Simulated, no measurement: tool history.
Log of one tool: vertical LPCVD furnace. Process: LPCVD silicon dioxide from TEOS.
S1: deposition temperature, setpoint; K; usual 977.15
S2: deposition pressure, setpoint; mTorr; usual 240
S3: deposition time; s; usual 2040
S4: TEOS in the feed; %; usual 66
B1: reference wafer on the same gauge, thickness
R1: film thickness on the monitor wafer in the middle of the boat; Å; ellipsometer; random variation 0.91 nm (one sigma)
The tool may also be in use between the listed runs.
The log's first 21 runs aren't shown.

run    hour      S1   S2    S3  S4      B1      R1
     1095.2  -- TEOS flow controller replaced
 22  1095.7  977.15  240  2040  66  225.59  2516.6
 23  1109.7  977.15  210  2460  59  225.39  2691.8
 24  1164.8  977.15  240  2040  66  225.66  2518.2
 25  1198.0  977.15  240  2040  66  226.05  2518.4
 26  1265.9  977.15  240  2040  66  226.13  2539.4
 27  1298.9  966.15  240  2040  57  225.98  1812.5
 28  1336.8  977.15  240  2040  66  225.96  2526.0
 29  1371.8  980.15  215  2340  62  225.89  2863.2
 30  1397.8  977.15  240  1590  66  225.80  1972.0
 31  1466.5  983.15  275  1500  66  225.74  2296.3
 32  1500.9  973.15  240  2040  66  226.13  2301.2

Forecast each of these 3 alternatives for the next run:
  A  1505.2  977.15  240  2040  66   ?   ?
  B  1505.2  984.15  240  2040  66   ?   ?
  C  1505.2  977.15  240  1230  66   ?   ?

run      B1      R1
  A  225.83  2515.6
  B  225.83  2952.8
  C  225.83  1516.8
Without the tool's hidden state the same runs would have given:
run      R1
  A  2501.9
  B  2936.9
  C  1508.5
